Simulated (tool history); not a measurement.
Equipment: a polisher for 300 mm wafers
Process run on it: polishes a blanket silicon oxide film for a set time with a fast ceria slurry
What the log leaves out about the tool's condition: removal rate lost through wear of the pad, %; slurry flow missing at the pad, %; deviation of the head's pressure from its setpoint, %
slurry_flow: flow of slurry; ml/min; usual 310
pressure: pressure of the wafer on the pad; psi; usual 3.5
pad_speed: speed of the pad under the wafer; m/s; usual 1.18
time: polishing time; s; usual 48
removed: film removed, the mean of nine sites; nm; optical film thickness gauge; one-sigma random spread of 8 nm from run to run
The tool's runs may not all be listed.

run	hour	slurry_flow	pressure	pad_speed	time	wafers since the last listed run	wafers polished on this pad	hours since the slurry nozzle was cleaned	hours since the head pressure was calibrated	incoming thickness of the incoming film, nm	removed
1	0	310	3.5	1.18	48	0	4697	287.6	818.5	3111.2	851.1
2	42	310	3.5	1.18	48	479	5176	329.6	860.5	3085.8	872.2
# hour 64.1: worn pad replaced by a new one
# hour 114.2: slurry nozzle cleaned
3	125.9	310	3.5	1.18	48	900	694	11.7	944.4	3139.7	920.4
4	217.8	310	4.2	1.4	48	1049	1743	103.6	1036.3	3133	1169.3
# hour 266.6: head pressure recalibrated
5	279.5	310	3.5	1.18	48	681	2425	165.3	12.9	3197	888.4
6	373.4	310	3.5	1.18	48	1071	3497	259.2	106.8	3157.5	881.5
7	452.4	345	2.9	1.18	48	901	4398	338.2	185.8	3149.9	783.3
# hour 503.6: worn pad replaced by a new one
8	512.9	310	3.5	1.18	48	644	106	398.7	246.3	3117.1	923.5
# hour 532.2: slurry nozzle cleaned
9	620.6	310	3.5	1.18	48	1217	1324	88.4	354	3196.5	879.2
10	700.8	310	3.5	1.18	48	915	2239	168.6	434.2	3136.9	881.4
11	794.9	375	3.5	1.18	61	1074	3314	262.7	528.3	3129.7	1147.4
12	851.4	375	3.5	1.18	48	644	3958	319.2	584.8	3176.4	884.8
# hour 937: worn pad replaced by a new one
13	942.2	375	3.5	1.18	48	990	59	410	675.6	3118.6	956.7
# hour 949.6: slurry nozzle cleaned
14	1130.5	375	3.5	1.18	48	2138	2197	180.9	863.9	3185.2	896.5
15	1178.6	310	3.5	1.18	48	549	2747	229	912	3136.2	876.9
16	1215.4	230	3.5	1.18	61	420	3167	265.8	948.8	3183.7	1079.5
# hour 1226.4: head pressure recalibrated
17	1271.4	310	2.5	1.44	48	616	3783	321.8	45	3103.7	892.2
18	1366.3	400	4.3	1.18	48	1083	4866	416.7	139.9	3149.5	999.2
# hour 1380.8: slurry nozzle cleaned
# hour 1425.6: worn pad replaced by a new one
19	1472.6	310	3.5	1.18	48	1156	536	91.8	246.2	3150.3	911.4
20	1552.9	310	3.5	1.18	48	916	1453	172.1	326.5	3167.6	886.2
21	1650.8	310	3.5	1.18	48	1117	2570	270	424.4	3155.3	874.8
22	1687.6	380	2.3	1.48	48	420	2990	306.8	461.2	3121.4	894.7
23	1738.6	310	3.5	1.18	55	582	3572	357.8	512.2	3182.5	989.9
# hour 1762.4: slurry nozzle cleaned
24	1813.2	265	2.7	1.02	41	840	4413	50.8	586.8	3200.6	532.5
# hour 1845.5: worn pad replaced by a new one
25	1850.4	310	3.5	1.02	48	378	55	88	624	3162.3	797.9
26	1952.4	405	3.8	0.86	41	1164	1220	190	726	3164.7	602.2

Run 27, settings as shown, results not yet in. Your forecast:
27	2008.1	310	3.5	1.18	48	635	1856	245.7	781.7	3121.8	?

removed: 888.5 nm
On a tool with no hidden condition, and with the same random variation, this run would have come out at removed 938.1 nm.

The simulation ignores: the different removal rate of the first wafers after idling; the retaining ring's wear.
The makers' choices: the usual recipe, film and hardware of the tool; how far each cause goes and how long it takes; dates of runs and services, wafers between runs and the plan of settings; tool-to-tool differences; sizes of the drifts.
